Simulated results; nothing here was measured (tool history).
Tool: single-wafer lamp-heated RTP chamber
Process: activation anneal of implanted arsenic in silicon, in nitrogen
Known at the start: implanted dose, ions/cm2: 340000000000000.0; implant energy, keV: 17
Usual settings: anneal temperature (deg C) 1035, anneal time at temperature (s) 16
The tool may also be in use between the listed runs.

run,hour,anneal temperature (deg C),anneal time at temperature (s),"read-back reference wafer on the same gauge, sheet resistance",sheet resistance of the implanted and annealed layer (ohm/square)
1,0.0,1035,16,257.99,269.06
# hour 77.2: pyrometer window cleaned and pyrometer calibrated
2,77.7,1035,16,257.95,271.21
3,96.9,1035,16,257.99,271.22
4,168.4,1018,16,257.99,274.02
5,205.8,1018,16,258.00,273.20
6,275.5,1035,22,257.96,268.49
7,316.5,1035,20,257.97,268.65
8,369.7,1035,20,258.05,268.23
# hour 405.1: reflector plate cleaned
9,405.6,1035,20,257.95,268.88
10,454.1,1035,16,258.06,269.60
11,526.0,1035,16,257.92,270.21
12,551.3,1035,16,258.05,269.75
13,592.4,1035,16,257.99,269.82
# hour 614.6: pyrometer window cleaned and pyrometer calibrated
14,634.7,1035,16,257.95,271.12
15,700.1,1009,20,257.92,273.16
16,727.5,1019,12,258.01,275.35
17,785.9,1035,10,258.03,273.45
18,840.8,1052,16,258.00,267.62
# hour 872.4: gauge calibrated
# hour 907.0: reflector plate cleaned
19,907.5,1024,19,257.93,271.31
20,967.2,1053,16,257.97,266.81
21,1004.0,1011,16,258.02,273.89
22,1097.2,1035,19,258.00,268.02
23,1165.5,1035,16,258.02,269.53
24,1191.1,1007,9,257.98,276.68
# hour 1224.8: pyrometer window cleaned and pyrometer calibrated
25,1235.7,1057,8,258.02,272.67
26,1280.9,1035,16,258.01,271.18
27,1311.3,1047,23,258.00,265.98
28,1352.7,1035,16,258.06,271.04
29,1406.9,1035,16,258.01,270.17

Forecast each of these 3 alternatives for the next run:
A,1407.3,1061,16,?,?
B,1407.3,1035,11,?,?
C,1407.3,1045,11,?,?

run,"read-back reference wafer on the same gauge, sheet resistance",sheet resistance of the implanted and annealed layer (ohm/square)
A,257.96,265.52
B,257.96,272.61
C,257.96,271.25
Without the tool's hidden state the same runs would have given:
run,sheet resistance of the implanted and annealed layer (ohm/square)
A,266.06
B,272.95
C,271.63

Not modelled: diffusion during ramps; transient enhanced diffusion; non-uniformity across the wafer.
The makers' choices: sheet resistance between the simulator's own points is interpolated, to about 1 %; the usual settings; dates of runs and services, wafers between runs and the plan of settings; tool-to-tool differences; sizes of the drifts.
